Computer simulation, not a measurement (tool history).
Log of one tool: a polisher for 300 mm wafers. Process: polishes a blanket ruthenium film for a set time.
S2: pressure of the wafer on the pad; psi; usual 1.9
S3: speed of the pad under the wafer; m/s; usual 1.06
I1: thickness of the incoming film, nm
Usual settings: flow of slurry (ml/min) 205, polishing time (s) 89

run 1 hour=0 | flow_of_slurry_(ml/min)=205 S2=1.9 S3=1.06 polishing_time_(s)=89 | I1=609.3 | film_removed_(nm)=85.7
run 2 hour=101.9 | flow_of_slurry_(ml/min)=205 S2=1.9 S3=1.06 polishing_time_(s)=89 | I1=623.8 | film_removed_(nm)=83.5
run 3 hour=158.6 | flow_of_slurry_(ml/min)=205 S2=1.9 S3=1.06 polishing_time_(s)=89 | I1=626.4 | film_removed_(nm)=82.7
run 4 hour=198.1 | flow_of_slurry_(ml/min)=205 S2=1.9 S3=1.06 polishing_time_(s)=89 | I1=623.7 | film_removed_(nm)=80.5
run 5 hour=288 | flow_of_slurry_(ml/min)=205 S2=1.9 S3=1.06 polishing_time_(s)=89 | I1=627.2 | film_removed_(nm)=78.9
-- hour=343.2 slurry nozzle cleaned
-- hour=381.4 head pressure recalibrated
run 6 hour=390.2 | flow_of_slurry_(ml/min)=205 S2=1.9 S3=1.06 polishing_time_(s)=89 | I1=616.7 | film_removed_(nm)=80.5
run 7 hour=452.5 | flow_of_slurry_(ml/min)=205 S2=1.9 S3=1.06 polishing_time_(s)=89 | I1=624.4 | film_removed_(nm)=78.3
-- hour=477.7 worn pad replaced by a new one
run 8 hour=516.3 | flow_of_slurry_(ml/min)=205 S2=1.9 S3=1.06 polishing_time_(s)=89 | I1=616.2 | film_removed_(nm)=86.6
run 9 hour=576.1 | flow_of_slurry_(ml/min)=205 S2=1.9 S3=1.06 polishing_time_(s)=89 | I1=619.4 | film_removed_(nm)=86.1
-- hour=836.2 slurry nozzle cleaned
run 10 hour=860.7 | flow_of_slurry_(ml/min)=205 S2=1.9 S3=1.06 polishing_time_(s)=89 | I1=619 | film_removed_(nm)=80
run 11 hour=1034.1 | flow_of_slurry_(ml/min)=205 S2=1.9 S3=1.06 polishing_time_(s)=89 | I1=618.2 | film_removed_(nm)=78.4
-- hour=1080.6 worn pad replaced by a new one
run 12 hour=1129.8 | flow_of_slurry_(ml/min)=205 S2=1.9 S3=1.06 polishing_time_(s)=89 | I1=616 | film_removed_(nm)=83.9
run 13 hour=1194 | flow_of_slurry_(ml/min)=205 S2=1.9 S3=1.06 polishing_time_(s)=89 | I1=617.9 | film_removed_(nm)=83.9
run 14 hour=1273.2 | flow_of_slurry_(ml/min)=205 S2=1.9 S3=1.06 polishing_time_(s)=89 | I1=618 | film_removed_(nm)=82.2
-- hour=1287.4 head pressure recalibrated
-- hour=1380.4 slurry nozzle cleaned
run 15 hour=1431.1 | flow_of_slurry_(ml/min)=205 S2=1.9 S3=1.06 polishing_time_(s)=101 | I1=621.5 | film_removed_(nm)=92
run 16 hour=1497.8 | flow_of_slurry_(ml/min)=205 S2=1.9 S3=1.06 polishing_time_(s)=101 | I1=611.1 | film_removed_(nm)=91.3
run 17 hour=1551.7 | flow_of_slurry_(ml/min)=205 S2=2.1 S3=1.06 polishing_time_(s)=102 | I1=625.2 | film_removed_(nm)=99.3
-- hour=1653.8 worn pad replaced by a new one
run 18 hour=1654.3 | flow_of_slurry_(ml/min)=255 S2=1.9 S3=1.2 polishing_time_(s)=89 | I1=623.4 | film_removed_(nm)=97.9
run 19 hour=1716.8 | flow_of_slurry_(ml/min)=205 S2=1.4 S3=1.06 polishing_time_(s)=89 | I1=618.1 | film_removed_(nm)=61.1
run 20 hour=1787.1 | flow_of_slurry_(ml/min)=205 S2=1.9 S3=1.06 polishing_time_(s)=89 | I1=620.9 | film_removed_(nm)=81.3
run 21 hour=1865.4 | flow_of_slurry_(ml/min)=150 S2=2.6 S3=1.06 polishing_time_(s)=89 | I1=612.1 | film_removed_(nm)=102.1
-- hour=1894.8 slurry nozzle cleaned
run 22 hour=1936 | flow_of_slurry_(ml/min)=170 S2=1.7 S3=0.84 polishing_time_(s)=112 | I1=620.3 | film_removed_(nm)=70.5
run 23 hour=1972.6 | flow_of_slurry_(ml/min)=240 S2=1.4 S3=1.06 polishing_time_(s)=76 | I1=623.9 | film_removed_(nm)=51.1
run 24 hour=2031.8 | flow_of_slurry_(ml/min)=270 S2=1.2 S3=1.2 polishing_time_(s)=66 | I1=622.2 | film_removed_(nm)=42.8
run 25 hour=2107.3 | flow_of_slurry_(ml/min)=205 S2=1.9 S3=1.06 polishing_time_(s)=89 | I1=622.2 | film_removed_(nm)=77.7
-- hour=2127.7 worn pad replaced by a new one
run 26 hour=2182.9 | flow_of_slurry_(ml/min)=205 S2=1.9 S3=1.06 polishing_time_(s)=111 | I1=620.2 | film_removed_(nm)=106.1
run 27 hour=2251.6 | flow_of_slurry_(ml/min)=135 S2=1.9 S3=1.06 polishing_time_(s)=104 | I1=617.7 | film_removed_(nm)=91.9
run 28 hour=2292.7 | flow_of_slurry_(ml/min)=205 S2=1.9 S3=1.06 polishing_time_(s)=89 | I1=612.1 | film_removed_(nm)=82
-- hour=2333.9 head pressure recalibrated
run 29 hour=2386 | flow_of_slurry_(ml/min)=205 S2=1.9 S3=0.8 polishing_time_(s)=89 | I1=618.1 | film_removed_(nm)=59.5
-- hour=2455.1 slurry nozzle cleaned
run 30 hour=2472.2 | flow_of_slurry_(ml/min)=205 S2=1.9 S3=1.06 polishing_time_(s)=118 | I1=609.8 | film_removed_(nm)=108.7
run 31 hour=2540.1 | flow_of_slurry_(ml/min)=205 S2=1.9 S3=1.06 polishing_time_(s)=89 | I1=615.7 | film_removed_(nm)=79.9
run 32 hour=2593.9 | flow_of_slurry_(ml/min)=205 S2=2.4 S3=1.06 polishing_time_(s)=89 | I1=627.2 | film_removed_(nm)=99.9
run 33 hour=2670.8 | flow_of_slurry_(ml/min)=205 S2=1.9 S3=1.06 polishing_time_(s)=89 | I1=621 | film_removed_(nm)=76.6

Forecast each of these 3 alternatives for the next run:
run A hour=2671.3 | flow_of_slurry_(ml/min)=140 S2=1.9 S3=1.06 polishing_time_(s)=89 | I1=620.3 | film_removed_(nm)=?
run B hour=2671.3 | flow_of_slurry_(ml/min)=145 S2=1.9 S3=1.06 polishing_time_(s)=89 | I1=620.3 | film_removed_(nm)=?
run C hour=2671.3 | flow_of_slurry_(ml/min)=150 S2=2.4 S3=0.82 polishing_time_(s)=101 | I1=620.3 | film_removed_(nm)=?

run=A film_removed_(nm)=74
run=B film_removed_(nm)=74.4
run=C film_removed_(nm)=82.9
Without the tool's hidden state the same runs would have given:
run=A film_removed_(nm)=83.7
run=B film_removed_(nm)=84
run=C film_removed_(nm)=93.6
